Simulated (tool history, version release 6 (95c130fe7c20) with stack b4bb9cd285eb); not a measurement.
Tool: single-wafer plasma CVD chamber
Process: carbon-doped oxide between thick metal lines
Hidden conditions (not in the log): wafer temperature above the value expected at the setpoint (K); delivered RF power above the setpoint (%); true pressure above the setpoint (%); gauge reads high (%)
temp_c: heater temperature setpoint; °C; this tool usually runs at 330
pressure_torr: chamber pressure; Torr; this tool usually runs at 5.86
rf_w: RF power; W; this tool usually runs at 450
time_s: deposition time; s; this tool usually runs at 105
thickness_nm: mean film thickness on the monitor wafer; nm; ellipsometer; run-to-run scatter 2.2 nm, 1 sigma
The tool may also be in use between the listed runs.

run   hour  temp_c  pressure_torr  rf_w  time_s  wafers since the last listed run  hours since the last thermocouple change  hours since the last RF generator calibration  hours since the last manometer calibration  hours since the showerhead was replaced  hours since the gauge calibration  read-back reference wafer on the same gauge, thickness_nm  thickness_nm
  1    0.0     330           5.86   450     105                                 0                                    1338.2                                         1744.8                                      1571.1                                   4348.2                              270.2                                                    482.303       515.960
  2   59.6     330           5.86   450     105                               972                                    1397.8                                         1804.4                                      1630.7                                   4407.8                              329.8                                                    481.693       512.367
  3   85.7     330           5.86   450     105                               425                                    1423.9                                         1830.5                                      1656.8                                   4433.9                              355.9                                                    482.685       513.831
  4  112.0     330           5.86   450     105                               428                                    1450.2                                         1856.8                                      1683.1                                   4460.2                              382.2                                                    481.978       507.622
  5  143.2     330           5.86   450     105                               508                                    1481.4                                         1888.0                                      1714.3                                   4491.4                              413.4                                                    482.243       509.506
  6  199.0     330           5.86   450     105                               910                                    1537.2                                         1943.8                                      1770.1                                   4547.2                              469.2                                                    481.897       507.436
  7  277.8     330           5.86   450     105                              1285                                    1616.0                                         2022.6                                      1848.9                                   4626.0                              548.0                                                    482.458       507.581
  8  308.8     342           5.86   450     105                               505                                    1647.0                                         2053.6                                      1879.9                                   4657.0                              579.0                                                    481.452       485.747
  9  347.3     342           5.86   450     105                               627                                    1685.5                                         2092.1                                      1918.4                                   4695.5                              617.5                                                    481.842       490.263
 10  386.8     336           5.37   450     124                               644                                    1725.0                                         2131.6                                      1957.9                                   4735.0                              657.0                                                    481.600       578.617
     432.0  -- thermocouple changed; heater temperature recalibrated
     487.9  -- gauge calibrated
 11  494.8     342           5.86   450     105                              1630                                      62.8                                         2239.6                                      2065.9                                   4843.0                                6.9                                                    482.115       487.591
     536.4  -- showerhead replaced, of another model than before
 12  566.2     338           5.86   450     105                              1034                                     134.2                                         2311.0                                      2137.3                                     29.8                               78.3                                                    482.144       496.814
     602.5  -- capacitance manometer re-zeroed and calibrated
     615.0  -- RF generator calibrated
 13  622.0     334           5.12   450      88                               649                                     190.0                                            7.0                                        19.5                                     85.6                              134.1                                                    481.735       425.598
 14  680.0     330           6.47   410     105                               945                                     248.0                                           65.0                                        77.5                                    143.6                              192.1                                                    482.043       512.084
 15  728.9     324           6.32   415     119                               797                                     296.9                                          113.9                                       126.4                                    192.5                              241.0                                                    481.772       591.381
 16  764.3     330           5.86   450      85                               577                                     332.3                                          149.3                                       161.8                                    227.9                              276.4                                                    481.943       427.452
 17  830.6     330           5.86   450     105                              1081                                     398.6                                          215.6                                       228.1                                    294.2                              342.7                                                    481.409       524.223
 18  897.1     330           5.86   450     105                              1084                                     465.1                                          282.1                                       294.6                                    360.7                              409.2                                                    481.909       525.344

Each row is a separate what-if for the run after 18, all from the same tool condition, not one after another. Results?
  A  897.5     330           5.86   450     105                                 6                                     465.5                                          282.5                                       295.0                                    361.1                              409.6                                                          ?             ?
  B  897.5     330           5.04   450     105                                 6                                     465.5                                          282.5                                       295.0                                    361.1                              409.6                                                          ?             ?
  C  897.5     342           5.36   450      97                                 6                                     465.5                                          282.5                                       295.0                                    361.1                              409.6                                                          ?             ?
  D  897.5     326           4.70   450     105                                 6                                     465.5                                          282.5                                       295.0                                    361.1                              409.6                                                          ?             ?

run  read-back reference wafer on the same gauge, thickness_nm  thickness_nm
  A                                                    482.150       532.460
  B                                                    482.150       516.053
  C                                                    482.150       468.701
  D                                                    482.150       513.756
The same runs, with their run-to-run variation unchanged, on a tool lacking any hidden condition would have given:
run  thickness_nm
  A       534.669
  B       518.194
  C       470.646
  D       515.887
